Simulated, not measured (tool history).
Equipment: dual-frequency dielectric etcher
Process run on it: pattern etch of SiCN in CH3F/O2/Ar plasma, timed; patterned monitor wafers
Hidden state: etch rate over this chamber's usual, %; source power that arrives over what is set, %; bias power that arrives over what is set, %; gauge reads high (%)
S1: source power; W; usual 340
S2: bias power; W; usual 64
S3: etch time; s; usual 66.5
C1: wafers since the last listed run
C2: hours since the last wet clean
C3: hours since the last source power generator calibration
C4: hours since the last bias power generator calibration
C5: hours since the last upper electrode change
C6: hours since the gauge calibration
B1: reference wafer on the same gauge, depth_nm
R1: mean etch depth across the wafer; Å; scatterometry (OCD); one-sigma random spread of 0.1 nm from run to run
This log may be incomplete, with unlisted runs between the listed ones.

run 1 hour=0 | S1=340 S2=64 S3=66.5 | C1=0 C2=79.9 C3=1174.6 C4=3218.2 C5=2476.5 C6=1491.7 | B1=22.92 | R1=222.2
run 2 hour=44.4 | S1=370 S2=64 S3=66.5 | C1=345 C2=124.3 C3=1219 C4=3262.6 C5=2520.9 C6=1536.1 | B1=22.9 | R1=224.4
run 3 hour=107.7 | S1=370 S2=64 S3=66.5 | C1=492 C2=187.6 C3=1282.3 C4=3325.9 C5=2584.2 C6=1599.4 | B1=22.88 | R1=224.3
run 4 hour=135.4 | S1=370 S2=64 S3=66.5 | C1=215 C2=215.3 C3=1310 C4=3353.6 C5=2611.9 C6=1627.1 | B1=22.94 | R1=223
run 5 hour=189.7 | S1=340 S2=64 S3=78.5 | C1=422 C2=269.6 C3=1364.3 C4=3407.9 C5=2666.2 C6=1681.4 | B1=22.94 | R1=261.1
-- hour=214.6 upper electrode replaced
run 6 hour=234.1 | S1=340 S2=64 S3=78.5 | C1=158 C2=314 C3=1408.7 C4=3452.3 C5=19.5 C6=1725.8 | B1=22.91 | R1=258.6
run 7 hour=262.4 | S1=290 S2=73 S3=66.5 | C1=220 C2=342.3 C3=1437 C4=3480.6 C5=47.8 C6=1754.1 | B1=22.91 | R1=222.9
run 8 hour=296 | S1=290 S2=73 S3=66.5 | C1=261 C2=375.9 C3=1470.6 C4=3514.2 C5=81.4 C6=1787.7 | B1=22.9 | R1=220
run 9 hour=324.1 | S1=290 S2=73 S3=66.5 | C1=218 C2=404 C3=1498.7 C4=3542.3 C5=109.5 C6=1815.8 | B1=22.88 | R1=221.3
run 10 hour=380.9 | S1=380 S2=64 S3=66.5 | C1=441 C2=460.8 C3=1555.5 C4=3599.1 C5=166.3 C6=1872.6 | B1=22.93 | R1=219.7
run 11 hour=426.5 | S1=340 S2=64 S3=66.5 | C1=354 C2=506.4 C3=1601.1 C4=3644.7 C5=211.9 C6=1918.2 | B1=22.9 | R1=214.2
run 12 hour=473.7 | S1=290 S2=70 S3=66.5 | C1=366 C2=553.6 C3=1648.3 C4=3691.9 C5=259.1 C6=1965.4 | B1=22.94 | R1=214.1
-- hour=487.8 bias power generator calibrated
-- hour=517.9 wet clean of the chamber
run 13 hour=518.4 | S1=340 S2=64 S3=73.5 | C1=129 C2=0.5 C3=1693 C4=30.6 C5=303.8 C6=2010.1 | B1=22.93 | R1=248.5
run 14 hour=559.4 | S1=410 S2=71 S3=57.5 | C1=318 C2=41.5 C3=1734 C4=71.6 C5=344.8 C6=2051.1 | B1=22.92 | R1=210.4
run 15 hour=616.6 | S1=340 S2=52 S3=72 | C1=444 C2=98.7 C3=1791.2 C4=128.8 C5=402 C6=2108.3 | B1=22.9 | R1=220.8
run 16 hour=678.5 | S1=340 S2=64 S3=73.5 | C1=481 C2=160.6 C3=1853.1 C4=190.7 C5=463.9 C6=2170.2 | B1=22.92 | R1=246.3
run 17 hour=743.2 | S1=340 S2=64 S3=66.5 | C1=503 C2=225.3 C3=1917.8 C4=255.4 C5=528.6 C6=2234.9 | B1=22.92 | R1=219.3
run 18 hour=812.2 | S1=340 S2=64 S3=66.5 | C1=536 C2=294.3 C3=1986.8 C4=324.4 C5=597.6 C6=2303.9 | B1=22.9 | R1=216.8
run 19 hour=863.4 | S1=290 S2=64 S3=81.5 | C1=398 C2=345.5 C3=2038 C4=375.6 C5=648.8 C6=2355.1 | B1=22.85 | R1=258.1
run 20 hour=899.4 | S1=340 S2=64 S3=66.5 | C1=279 C2=381.5 C3=2074 C4=411.6 C5=684.8 C6=2391.1 | B1=22.89 | R1=214.9
run 21 hour=924.1 | S1=420 S2=64 S3=66.5 | C1=192 C2=406.2 C3=2098.7 C4=436.3 C5=709.5 C6=2415.8 | B1=22.92 | R1=226.8
-- hour=985.1 gauge calibrated
run 22 hour=987.4 | S1=340 S2=64 S3=66.5 | C1=492 C2=469.5 C3=2162 C4=499.6 C5=772.8 C6=2.3 | B1=22.97 | R1=212.1
-- hour=1021.3 wet clean of the chamber
run 23 hour=1035.9 | S1=340 S2=80 S3=66.5 | C1=190 C2=14.6 C3=2210.5 C4=548.1 C5=821.3 C6=50.8 | B1=22.89 | R1=247.9
-- hour=1102 source power generator calibrated
run 24 hour=1102.5 | S1=410 S2=73 S3=66.5 | C1=486 C2=81.2 C3=0.5 C4=614.7 C5=887.9 C6=117.4 | B1=22.84 | R1=244
run 25 hour=1128 | S1=270 S2=73 S3=82.5 | C1=198 C2=106.7 C3=26 C4=640.2 C5=913.4 C6=142.9 | B1=22.92 | R1=277.8
run 26 hour=1264.2 | S1=340 S2=64 S3=66.5 | C1=1058 C2=242.9 C3=162.2 C4=776.4 C5=1049.6 C6=279.1 | B1=22.9 | R1=217.8
run 27 hour=1293.1 | S1=340 S2=64 S3=66.5 | C1=224 C2=271.8 C3=191.1 C4=805.3 C5=1078.5 C6=308 | B1=22.9 | R1=218.7
run 28 hour=1358.7 | S1=370 S2=58 S3=53 | C1=510 C2=337.4 C3=256.7 C4=870.9 C5=1144.1 C6=373.6 | B1=22.91 | R1=169.8
run 29 hour=1424.9 | S1=340 S2=64 S3=66.5 | C1=514 C2=403.6 C3=322.9 C4=937.1 C5=1210.3 C6=439.8 | B1=22.88 | R1=216.5
run 30 hour=1465.6 | S1=280 S2=64 S3=66.5 | C1=316 C2=444.3 C3=363.6 C4=977.8 C5=1251 C6=480.5 | B1=22.93 | R1=206.6
run 31 hour=1527.9 | S1=320 S2=64 S3=66.5 | C1=484 C2=506.6 C3=425.9 C4=1040.1 C5=1313.3 C6=542.8 | B1=22.92 | R1=210.8

Predict each of these 3 candidate next runs independently; none follows another, all start after run 31:
run A hour=1528.3 | S1=340 S2=64 S3=59 | C1=3 C2=507 C3=426.3 C4=1040.5 C5=1313.7 C6=543.2 | B1=? | R1=?
run B hour=1528.3 | S1=380 S2=49 S3=85 | C1=3 C2=507 C3=426.3 C4=1040.5 C5=1313.7 C6=543.2 | B1=? | R1=?
run C hour=1528.3 | S1=270 S2=71 S3=66.5 | C1=3 C2=507 C3=426.3 C4=1040.5 C5=1313.7 C6=543.2 | B1=? | R1=?

run=A B1=22.86 R1=188.8
run=B B1=22.86 R1=250.3
run=C B1=22.86 R1=212.2
What these runs would have given with no unlogged condition in the tool:
run=A R1=198.8
run=B R1=263.6
run=C R1=223.4

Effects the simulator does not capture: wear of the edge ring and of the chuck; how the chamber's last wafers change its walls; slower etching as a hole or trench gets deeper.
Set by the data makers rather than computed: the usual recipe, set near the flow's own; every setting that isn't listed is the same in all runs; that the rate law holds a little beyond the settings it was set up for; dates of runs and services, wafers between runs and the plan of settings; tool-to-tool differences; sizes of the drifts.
